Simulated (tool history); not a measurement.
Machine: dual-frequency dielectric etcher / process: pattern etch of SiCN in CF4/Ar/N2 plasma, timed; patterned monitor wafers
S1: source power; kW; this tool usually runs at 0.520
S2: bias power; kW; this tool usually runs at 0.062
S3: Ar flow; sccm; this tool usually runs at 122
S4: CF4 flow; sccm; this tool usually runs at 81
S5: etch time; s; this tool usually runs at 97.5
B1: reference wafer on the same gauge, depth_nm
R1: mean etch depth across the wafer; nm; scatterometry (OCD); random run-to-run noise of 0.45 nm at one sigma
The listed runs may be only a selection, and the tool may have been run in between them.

run 1 hour=0.0 | S1=0.520 S2=0.062 S3=122 S4=81 S5=97.5 | B1=108.8 | R1=101.3
-- hour=4.8 bias power generator calibrated
run 2 hour=13.6 | S1=0.520 S2=0.062 S3=122 S4=81 S5=97.5 | B1=108.6 | R1=102.5
run 3 hour=21.0 | S1=0.520 S2=0.062 S3=122 S4=81 S5=97.5 | B1=108.9 | R1=102.2
-- hour=31.2 CF4 flow controller replaced
run 4 hour=38.2 | S1=0.520 S2=0.062 S3=122 S4=81 S5=97.5 | B1=108.8 | R1=102.3
run 5 hour=51.1 | S1=0.520 S2=0.055 S3=122 S4=81 S5=97.5 | B1=108.7 | R1=98.1
run 6 hour=63.2 | S1=0.520 S2=0.062 S3=122 S4=81 S5=97.5 | B1=108.4 | R1=102.8
run 7 hour=71.8 | S1=0.520 S2=0.062 S3=122 S4=63 S5=97.5 | B1=108.7 | R1=97.5
-- hour=85.0 source power generator calibrated
run 8 hour=85.5 | S1=0.520 S2=0.057 S3=122 S4=81 S5=97.5 | B1=108.8 | R1=100.0
run 9 hour=100.9 | S1=0.520 S2=0.062 S3=122 S4=100 S5=97.5 | B1=108.9 | R1=107.0
-- hour=129.1 gauge calibrated
-- hour=132.8 wet clean of the chamber
-- hour=138.4 upper electrode replaced
run 10 hour=138.9 | S1=0.520 S2=0.056 S3=122 S4=75 S5=97.5 | B1=109.0 | R1=93.3
run 11 hour=139.2 | S1=0.630 S2=0.066 S3=108 S4=81 S5=124.0 | B1=108.9 | R1=147.3
run 12 hour=139.5 | S1=0.400 S2=0.062 S3=143 S4=89 S5=113.0 | B1=108.6 | R1=93.0
run 13 hour=154.4 | S1=0.520 S2=0.058 S3=147 S4=81 S5=124.5 | B1=108.9 | R1=118.9
run 14 hour=165.5 | S1=0.560 S2=0.062 S3=122 S4=81 S5=97.5 | B1=108.6 | R1=102.9
run 15 hour=182.6 | S1=0.520 S2=0.062 S3=97 S4=99 S5=97.5 | B1=109.0 | R1=103.8
run 16 hour=198.2 | S1=0.520 S2=0.057 S3=122 S4=69 S5=97.5 | B1=108.9 | R1=92.5
run 17 hour=205.6 | S1=0.450 S2=0.071 S3=122 S4=73 S5=69.0 | B1=108.8 | R1=64.3
run 18 hour=213.3 | S1=0.420 S2=0.062 S3=122 S4=99 S5=97.5 | B1=108.9 | R1=88.0
run 19 hour=225.7 | S1=0.520 S2=0.062 S3=122 S4=81 S5=97.5 | B1=108.7 | R1=98.2
run 20 hour=241.6 | S1=0.520 S2=0.054 S3=122 S4=81 S5=97.5 | B1=108.7 | R1=94.1

Measured minus without-hidden-state, run by run (identical run-to-run variation in each term; gauge scatter may differ):
Hidden state present: etch rate over this chamber's usual, %; source power that arrives over what is set, %; bias power that arrives over what is set, %; Ar flow that arrives over what is set, %; CF4 flow that arrives over what is set, %; gauge reads high (%).
run=1 R1=+3.8
run=2 R1=+4.0
run=3 R1=+4.0
run=4 R1=+4.2
run=5 R1=+4.1
run=6 R1=+4.5
run=7 R1=+4.2
run=8 R1=+4.5
run=9 R1=+5.0
run=10 R1=-0.6
run=11 R1=-0.8
run=12 R1=-0.5
run=13 R1=-0.5
run=14 R1=-0.3
run=15 R1=-0.2
run=16 R1=+0.0
run=17 R1=+0.0
run=18 R1=+0.1
run=19 R1=+0.3
run=20 R1=+0.4
